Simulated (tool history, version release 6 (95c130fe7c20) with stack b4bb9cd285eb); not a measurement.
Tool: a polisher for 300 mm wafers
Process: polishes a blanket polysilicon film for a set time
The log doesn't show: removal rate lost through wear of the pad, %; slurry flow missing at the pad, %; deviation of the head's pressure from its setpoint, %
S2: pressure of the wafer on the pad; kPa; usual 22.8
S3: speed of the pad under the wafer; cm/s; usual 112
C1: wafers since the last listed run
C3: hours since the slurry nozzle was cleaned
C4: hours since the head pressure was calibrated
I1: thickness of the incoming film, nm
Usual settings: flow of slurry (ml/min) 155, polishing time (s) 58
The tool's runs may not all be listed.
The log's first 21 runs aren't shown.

run 22 hour=532.9 | flow_of_slurry_(ml/min)=155 S2=22.8 S3=112 polishing_time_(s)=66 | C1=262 wafers_polished_on_this_pad=1016 C3=617.2 C4=78.1 | I1=2353 | film_removed_(nm)=675.4
run 23 hour=552.7 | flow_of_slurry_(ml/min)=100 S2=29.6 S3=112 polishing_time_(s)=58 | C1=167 wafers_polished_on_this_pad=1183 C3=637 C4=97.9 | I1=2337 | film_removed_(nm)=631.1
-- hour=574.3 worn pad replaced by a new one
run 24 hour=588.3 | flow_of_slurry_(ml/min)=125 S2=22.8 S3=112 polishing_time_(s)=51 | C1=267 wafers_polished_on_this_pad=119 C3=672.6 C4=133.5 | I1=2340 | film_removed_(nm)=474.4
-- hour=609 slurry nozzle cleaned
run 25 hour=618.9 | flow_of_slurry_(ml/min)=155 S2=22.8 S3=112 polishing_time_(s)=76 | C1=250 wafers_polished_on_this_pad=369 C3=9.9 C4=164.1 | I1=2317.6 | film_removed_(nm)=869.7
run 26 hour=638.5 | flow_of_slurry_(ml/min)=175 S2=26.9 S3=112 polishing_time_(s)=53 | C1=166 wafers_polished_on_this_pad=536 C3=29.5 C4=183.7 | I1=2327.5 | film_removed_(nm)=724.1
run 27 hour=666.9 | flow_of_slurry_(ml/min)=110 S2=30.3 S3=112 polishing_time_(s)=58 | C1=240 wafers_polished_on_this_pad=776 C3=57.9 C4=212.1 | I1=2347.6 | film_removed_(nm)=799
run 28 hour=684.5 | flow_of_slurry_(ml/min)=155 S2=22.8 S3=112 polishing_time_(s)=70 | C1=149 wafers_polished_on_this_pad=925 C3=75.5 C4=229.7 | I1=2349.7 | film_removed_(nm)=762.9
run 29 hour=710.5 | flow_of_slurry_(ml/min)=125 S2=25.5 S3=94 polishing_time_(s)=71 | C1=220 wafers_polished_on_this_pad=1146 C3=101.5 C4=255.7 | I1=2297 | film_removed_(nm)=700.9
-- hour=723.2 worn pad replaced by a new one
run 30 hour=743.5 | flow_of_slurry_(ml/min)=120 S2=27.6 S3=112 polishing_time_(s)=58 | C1=245 wafers_polished_on_this_pad=172 C3=134.5 C4=288.7 | I1=2295.3 | film_removed_(nm)=754.6

The next listed run, before its measurement:
run 31 hour=763.2 | flow_of_slurry_(ml/min)=155 S2=15.9 S3=112 polishing_time_(s)=58 | C1=166 wafers_polished_on_this_pad=339 C3=154.2 C4=308.4 | I1=2313.4 | film_removed_(nm)=?

{"run 31": {"film removed (nm)": 466.4}}
Without the tool's hidden state the same run would have given film removed (nm) 471.
